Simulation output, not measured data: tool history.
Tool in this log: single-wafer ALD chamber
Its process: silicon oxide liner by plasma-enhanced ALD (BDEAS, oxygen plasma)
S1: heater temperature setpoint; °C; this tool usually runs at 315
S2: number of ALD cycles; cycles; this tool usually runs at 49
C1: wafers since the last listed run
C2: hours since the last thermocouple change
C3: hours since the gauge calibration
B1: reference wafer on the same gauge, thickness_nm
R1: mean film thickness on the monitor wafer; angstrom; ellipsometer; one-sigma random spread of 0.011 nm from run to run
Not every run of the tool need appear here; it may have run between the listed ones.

run      day   S1  S2    C1      C2      C3     B1     R1
  1    0.000  315  49     0   348.5  1305.5  3.943  45.32
  2    3.375  315  49   465   429.5  1386.5  3.940  45.48
  3    6.454  315  49   425   503.4  1460.4  3.940  45.30
  4    7.971  315  49   209   539.8  1496.8  3.938  45.51
  5    9.933  315  43   270   586.9  1543.9  3.939  39.94
  6   13.708  315  43   521   677.5  1634.5  3.943  39.68
  7   15.500  315  49   247   720.5  1677.5  3.941  45.58
  8   17.629  308  49   293   771.6  1728.6  3.937  46.02
  9   20.267  308  49   364   834.9  1791.9  3.938  46.04
 10   24.212  315  49   544   929.6  1886.6  3.939  45.45
 11   28.158  315  49   544  1024.3  1981.3  3.943  45.60
 12   31.904  315  52   517  1114.2  2071.2  3.937  48.14
 13   33.662  315  49   242  1156.4  2113.4  3.941  45.69
 14   35.921  315  49   311  1210.6  2167.6  3.945  45.42
 15   39.775  315  49   532  1303.1  2260.1  3.940  45.50
 16   41.375  315  49   220  1341.5  2298.5  3.936  45.41
      43.038  -- gauge calibrated
 17   43.658  315  49   315  1396.3    14.9  3.945  45.41
 18   45.246  322  49   219  1434.4    53.0  3.941  44.99
 19   47.729  322  49   342  1494.0   112.6  3.941  44.81
 20   51.729  322  49   552  1590.0   208.6  3.938  45.03
 21   55.179  321  49   476  1672.8   291.4  3.940  45.02
 22   59.342  304  49   574  1772.7   391.3  3.939  46.51
 23   62.712  315  49   465  1853.6   472.2  3.939  45.79
 24   65.121  309  42   332  1911.4   530.0  3.943  39.46
 25   67.238  315  54   292  1962.2   580.8  3.942  50.34
 26   70.608  315  49   465  2043.1   661.7  3.937  45.66
 27   73.188  325  41   356  2105.0   723.6  3.940  37.41
 28   77.004  315  44   526  2196.6   815.2  3.940  41.07
 29   80.633  315  49   500  2283.7   902.3  3.937  45.72
      87.221  -- thermocouple changed; heater temperature recalibrated
 30   90.204  308  49  1275    71.6  1132.0  3.940  45.89
 31   94.212  315  55   553   167.8  1228.2  3.935  50.93
 32   97.642  327  40   473   250.1  1310.5  3.939  36.22
 33   99.771  321  44   293   301.2  1361.6  3.940  40.19
 34  102.875  322  49   428   375.7  1436.1  3.937  44.90
 35  104.921  315  49   282   424.8  1485.2  3.939  45.22
 36  107.438  323  40   347   485.2  1545.6  3.942  36.76
 37  110.875  315  49   474   567.7  1628.1  3.939  45.53
 38  114.075  323  53   441   644.5  1704.9  3.938  48.52
 39  116.546  309  49   341   703.8  1764.2  3.945  46.05
 40  119.338  315  58   385   770.8  1831.2  3.941  53.70
 41  123.725  315  49   605   876.1  1936.5  3.940  45.54
     129.950  -- gauge calibrated
 42  134.862  315  43  1537  1143.4   117.9  3.937  39.84
 43  138.112  300  45   448  1221.4   195.9  3.941  43.14
 44  142.521  310  49   608  1327.2   301.7  3.938  45.94
 45  146.654  323  54   570  1426.4   400.9  3.940  49.75
 46  150.658  320  57   552  1522.5   497.0  3.941  52.55

What differs in the tool's unlogged condition from the final listed run ahead of each entry between runs to the first listed run following it?
In the gap between runs 16 and 17: gauge calibrated (day 43.038)
  wafer temperature above the value expected at the setpoint (K): -2.36 -> -2.49
  difference, measured minus the result without the unlogged condition, R1: +0.18 -> +0.18 angstrom
In the gap between runs 29 and 30: thermocouple changed; heater temperature recalibrated (day 87.221)
  wafer temperature above the value expected at the setpoint (K): -4.52 -> 1.01
  difference, measured minus the result without the unlogged condition, R1: +0.33 -> -0.08 angstrom
In the gap between runs 41 and 42: gauge calibrated (day 129.950)
  wafer temperature above the value expected at the setpoint (K): -0.835 -> -1.45
  difference, measured minus the result without the unlogged condition, R1: +0.07 -> +0.09 angstrom
